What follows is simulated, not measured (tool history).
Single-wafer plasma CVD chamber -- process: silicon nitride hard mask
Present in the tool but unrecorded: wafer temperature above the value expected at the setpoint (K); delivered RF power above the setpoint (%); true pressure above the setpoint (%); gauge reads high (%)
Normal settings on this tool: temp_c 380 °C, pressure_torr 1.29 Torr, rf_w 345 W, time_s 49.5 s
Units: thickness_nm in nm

run	hour	temp_c	pressure_torr	rf_w	time_s	wafers since the last listed run	hours since the last thermocouple change	hours since the last RF generator calibration	hours since the last manometer calibration	hours since the showerhead was replaced	hours since the gauge calibration	read-back reference wafer on the same gauge, thickness_nm	thickness_nm
1	0.0	380	1.29	345	49.5	0	1762.1	1554.9	1745.2	5132.3	406.1	47.127	53.382
2	29.9	380	1.29	345	49.5	629	1792.0	1584.8	1775.1	5162.2	436.0	47.168	53.241
3	118.2	380	1.29	345	49.5	1859	1880.3	1673.1	1863.4	5250.5	524.3	47.217	53.000
4	144.7	380	1.29	345	49.5	558	1906.8	1699.6	1889.9	5277.0	550.8	47.205	53.488
5	162.9	380	1.29	345	49.5	383	1925.0	1717.8	1908.1	5295.2	569.0	47.242	53.453
6	181.6	380	1.29	375	49.5	393	1943.7	1736.5	1926.8	5313.9	587.7	47.183	56.677
7	217.2	380	1.29	375	49.5	749	1979.3	1772.1	1962.4	5349.5	623.3	47.195	56.493
8	242.8	380	1.29	375	49.5	539	2004.9	1797.7	1988.0	5375.1	648.9	47.215	56.052
9	265.3	380	1.29	345	49.5	473	2027.4	1820.2	2010.5	5397.6	671.4	47.246	52.976
10	284.6	380	1.29	345	49.5	406	2046.7	1839.5	2029.8	5416.9	690.7	47.167	52.815
11	299.5	380	1.29	345	49.5	313	2061.6	1854.4	2044.7	5431.8	705.6	47.203	53.651
12	313.9	376	1.20	345	49.5	303	2076.0	1868.8	2059.1	5446.2	720.0	47.145	51.507
13	327.4	373	1.29	345	49.5	284	2089.5	1882.3	2072.6	5459.7	733.5	47.233	53.553
14	344.6	380	1.29	345	49.5	362	2106.7	1899.5	2089.8	5476.9	750.7	47.198	52.988
15	384.9	380	1.29	345	49.5	848	2147.0	1939.8	2130.1	5517.2	791.0	47.222	53.058
16	410.5	366	1.29	410	55.9	539	2172.6	1965.4	2155.7	5542.8	816.6	47.171	67.390
17	422.7	369	1.49	345	57.6	256	2184.8	1977.6	2167.9	5555.0	828.8	47.220	65.661
18	439.7	369	1.29	310	49.5	358	2201.8	1994.6	2184.9	5572.0	845.8	47.234	49.560
# hour 449.5: thermocouple changed; heater temperature recalibrated
# hour 463.8: gauge calibrated
19	464.5	380	1.29	345	49.5	353	15.0	2019.4	2209.7	5596.8	0.7	47.252	52.682
20	476.9	394	1.29	395	55.6	261	27.4	2031.8	2222.1	5609.2	13.1	47.234	64.366
21	496.4	380	1.29	300	43.1	410	46.9	2051.3	2241.6	5628.7	32.6	47.246	41.856
# hour 509.0: capacitance manometer re-zeroed and calibrated
22	515.2	387	1.11	345	49.5	227	65.7	2070.1	6.2	5647.5	51.4	47.225	48.633
# hour 534.3: RF generator calibrated
# hour 534.6: showerhead replaced
23	543.1	369	1.29	345	49.5	413	93.6	8.8	34.1	8.5	79.3	47.184	55.431
24	577.7	380	1.29	365	49.5	728	128.2	43.4	68.7	43.1	113.9	47.203	57.253
25	608.5	376	1.20	345	49.5	648	159.0	74.2	99.5	73.9	144.7	47.134	53.512
26	630.3	394	1.29	395	55.6	459	180.8	96.0	121.3	95.7	166.5	47.190	66.995
27	652.0	380	1.29	345	53.9	456	202.5	117.7	143.0	117.4	188.2	47.198	60.148
28	726.1	380	1.29	305	49.5	1560	276.6	191.8	217.1	191.5	262.3	47.242	50.670

5 options for the next run, each taken on its own from the tool as it stands now. Forecast them:
A	726.5	393	1.29	345	49.5	8	277.0	192.2	217.5	191.9	262.7	?	?
B	726.5	369	1.19	280	42.6	8	277.0	192.2	217.5	191.9	262.7	?	?
C	726.5	380	1.56	345	46.6	8	277.0	192.2	217.5	191.9	262.7	?	?
D	726.5	380	1.29	395	49.5	8	277.0	192.2	217.5	191.9	262.7	?	?
E	726.5	392	1.29	345	52.6	8	277.0	192.2	217.5	191.9	262.7	?	?

run	read-back reference wafer on the same gauge, thickness_nm	thickness_nm
A	47.220	54.520
B	47.220	39.620
C	47.220	55.682
D	47.220	59.731
E	47.220	57.950
Take away the tool's hidden state, keep each run's random variation, and the runs would have read:
run	thickness_nm
A	55.563
B	40.448
C	56.747
D	60.830
E	59.058
